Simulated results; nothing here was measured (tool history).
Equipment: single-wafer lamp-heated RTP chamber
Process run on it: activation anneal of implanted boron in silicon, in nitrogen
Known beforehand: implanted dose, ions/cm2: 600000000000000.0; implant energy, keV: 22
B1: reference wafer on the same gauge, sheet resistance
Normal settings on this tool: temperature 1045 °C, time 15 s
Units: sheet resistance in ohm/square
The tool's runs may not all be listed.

run 1 hour=0 | temperature=1069 time=8 | B1=186.02 | sheet_resistance=186.16
run 2 hour=57.6 | temperature=1069 time=8 | B1=186.01 | sheet_resistance=186.82
run 3 hour=162.6 | temperature=1069 time=8 | B1=185.94 | sheet_resistance=186.2
run 4 hour=236.1 | temperature=1045 time=15 | B1=185.98 | sheet_resistance=186.08
run 5 hour=328.5 | temperature=1045 time=17 | B1=185.99 | sheet_resistance=186.28
-- hour=422.8 reflector plate cleaned
run 6 hour=426.1 | temperature=1045 time=17 | B1=185.98 | sheet_resistance=186.25
run 7 hour=510.7 | temperature=1045 time=15 | B1=186.04 | sheet_resistance=186.02
-- hour=527.6 pyrometer window cleaned and pyrometer calibrated
run 8 hour=585.5 | temperature=1045 time=15 | B1=186.04 | sheet_resistance=186.37
run 9 hour=652 | temperature=1045 time=15 | B1=186.06 | sheet_resistance=186.44
run 10 hour=740.9 | temperature=1045 time=15 | B1=185.97 | sheet_resistance=186.75
run 11 hour=847.7 | temperature=1045 time=11 | B1=186 | sheet_resistance=187.03
-- hour=880.7 reflector plate cleaned
run 12 hour=908.5 | temperature=1045 time=11 | B1=186.01 | sheet_resistance=187.04
run 13 hour=979.7 | temperature=1045 time=15 | B1=185.98 | sheet_resistance=186.04
-- hour=1023.6 pyrometer window cleaned and pyrometer calibrated
run 14 hour=1076.4 | temperature=1045 time=15 | B1=186.06 | sheet_resistance=186.56
run 15 hour=1172.2 | temperature=1045 time=15 | B1=186 | sheet_resistance=186.74
run 16 hour=1230.7 | temperature=1020 time=15 | B1=186.08 | sheet_resistance=188.6

Predict the results of run 17:
-- hour=1262.9 reflector plate cleaned
run 17 hour=1310.5 | temperature=1045 time=15 | B1=? | sheet_resistance=?

Logged for run 17: B1 186.07, sheet resistance 186.49 ohm/square.
Take away the tool's hidden state, keep the run-to-run variation as it was, and the same run would have given sheet resistance 186.49 ohm/square.

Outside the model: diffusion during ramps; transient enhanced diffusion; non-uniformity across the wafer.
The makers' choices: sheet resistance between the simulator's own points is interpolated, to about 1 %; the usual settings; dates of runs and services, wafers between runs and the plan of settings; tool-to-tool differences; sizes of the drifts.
